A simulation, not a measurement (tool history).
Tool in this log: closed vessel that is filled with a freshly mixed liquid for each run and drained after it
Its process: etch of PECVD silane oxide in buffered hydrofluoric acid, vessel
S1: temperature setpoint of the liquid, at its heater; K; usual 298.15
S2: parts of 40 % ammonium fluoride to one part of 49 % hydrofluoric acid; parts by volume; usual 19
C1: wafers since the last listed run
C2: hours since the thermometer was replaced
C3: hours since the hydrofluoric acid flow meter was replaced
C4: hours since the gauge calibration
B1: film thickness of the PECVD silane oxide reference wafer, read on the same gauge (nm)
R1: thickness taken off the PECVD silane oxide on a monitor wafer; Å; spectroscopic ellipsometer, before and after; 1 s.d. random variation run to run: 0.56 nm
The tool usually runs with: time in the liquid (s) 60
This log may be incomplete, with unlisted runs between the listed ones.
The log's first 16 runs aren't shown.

{"hour": 176.4, "done": "hydrofluoric acid flow meter replaced"}
{"run": 17, "hour": 177.4, "S1": 301.15, "S2": 14, "time in the liquid (s)": 45, "C1": 591, "C2": 2173.8, "C3": 1, "C4": 19.5, "B1": 40, "R1": 1661.4}
{"run": 18, "hour": 194.5, "S1": 296.65, "S2": 13, "time in the liquid (s)": 30, "C1": 1233, "C2": 2190.9, "C3": 18.1, "C4": 36.6, "B1": 39.97, "R1": 939.3}
{"run": 19, "hour": 210.5, "S1": 294.15, "S2": 26.5, "time in the liquid (s)": 75, "C1": 1154, "C2": 2206.9, "C3": 34.1, "C4": 52.6, "B1": 40.01, "R1": 1103.2}
{"run": 20, "hour": 227.9, "S1": 298.15, "S2": 19, "time in the liquid (s)": 50, "C1": 1255, "C2": 2224.3, "C3": 51.5, "C4": 70, "B1": 40, "R1": 1165.1}
{"hour": 232.9, "done": "thermometer replaced"}
{"run": 21, "hour": 243.4, "S1": 298.15, "S2": 19, "time in the liquid (s)": 30, "C1": 1046, "C2": 10.5, "C3": 67, "C4": 85.5, "B1": 40.03, "R1": 611.9}
{"run": 22, "hour": 257.3, "S1": 294.65, "S2": 19, "time in the liquid (s)": 60, "C1": 1002, "C2": 24.4, "C3": 80.9, "C4": 99.4, "B1": 40, "R1": 1017.1}
{"run": 23, "hour": 271.3, "S1": 300.65, "S2": 19, "time in the liquid (s)": 60, "C1": 1010, "C2": 38.4, "C3": 94.9, "C4": 113.4, "B1": 40, "R1": 1399.7}
{"run": 24, "hour": 284.3, "S1": 293.15, "S2": 14.5, "time in the liquid (s)": 75, "C1": 937, "C2": 51.4, "C3": 107.9, "C4": 126.4, "B1": 39.96, "R1": 1519.6}
{"run": 25, "hour": 293.9, "S1": 301.15, "S2": 14.5, "time in the liquid (s)": 35, "C1": 692, "C2": 61, "C3": 117.5, "C4": 136, "B1": 40, "R1": 1104}
{"run": 26, "hour": 303.2, "S1": 298.15, "S2": 19, "time in the liquid (s)": 60, "C1": 670, "C2": 70.3, "C3": 126.8, "C4": 145.3, "B1": 39.99, "R1": 1227.7}
{"run": 27, "hour": 353.9, "S1": 298.15, "S2": 19, "time in the liquid (s)": 60, "C1": 3657, "C2": 121, "C3": 177.5, "C4": 196, "B1": 39.98, "R1": 1228.7}
{"run": 28, "hour": 404.9, "S1": 298.15, "S2": 19, "time in the liquid (s)": 35, "C1": 3679, "C2": 172, "C3": 228.5, "C4": 247, "B1": 39.98, "R1": 720.1}
{"run": 29, "hour": 415.0, "S1": 303.15, "S2": 26, "time in the liquid (s)": 35, "C1": 728, "C2": 182.1, "C3": 238.6, "C4": 257.1, "B1": 39.97, "R1": 749}
{"run": 30, "hour": 431.6, "S1": 298.15, "S2": 19, "time in the liquid (s)": 60, "C1": 1197, "C2": 198.7, "C3": 255.2, "C4": 273.7, "B1": 39.99, "R1": 1232.5}
{"run": 31, "hour": 457.8, "S1": 302.15, "S2": 19, "time in the liquid (s)": 70, "C1": 1890, "C2": 224.9, "C3": 281.4, "C4": 299.9, "B1": 40, "R1": 1786.8}
{"run": 32, "hour": 474.0, "S1": 298.15, "S2": 21.5, "time in the liquid (s)": 95, "C1": 1168, "C2": 241.1, "C3": 297.6, "C4": 316.1, "B1": 39.99, "R1": 1776.8}

What if the next run were any one of these 5? Each begins from the tool's condition after run 32:
{"run": "A", "hour": 474.7, "S1": 298.15, "S2": 19, "time in the liquid (s)": 60, "C1": 50, "C2": 241.8, "C3": 298.3, "C4": 316.8, "B1": "?", "R1": "?"}
{"run": "B", "hour": 474.7, "S1": 300.15, "S2": 15.5, "time in the liquid (s)": 50, "C1": 50, "C2": 241.8, "C3": 298.3, "C4": 316.8, "B1": "?", "R1": "?"}
{"run": "C", "hour": 474.7, "S1": 295.65, "S2": 12, "time in the liquid (s)": 60, "C1": 50, "C2": 241.8, "C3": 298.3, "C4": 316.8, "B1": "?", "R1": "?"}
{"run": "D", "hour": 474.7, "S1": 302.15, "S2": 19, "time in the liquid (s)": 90, "C1": 50, "C2": 241.8, "C3": 298.3, "C4": 316.8, "B1": "?", "R1": "?"}
{"run": "E", "hour": 474.7, "S1": 296.65, "S2": 19, "time in the liquid (s)": 90, "C1": 50, "C2": 241.8, "C3": 298.3, "C4": 316.8, "B1": "?", "R1": "?"}

run=A B1=40.02 R1=1235.8
run=B B1=40.02 R1=1401.5
run=C B1=40.02 R1=1693.2
run=D B1=40.02 R1=2297.2
run=E B1=40.02 R1=1708.2
The same runs, with their run-to-run variation unchanged, on a tool lacking any hidden condition would have given:
run=A R1=1217.8
run=B R1=1381.4
run=C R1=1668.2
run=D R1=2264.5
run=E R1=1683
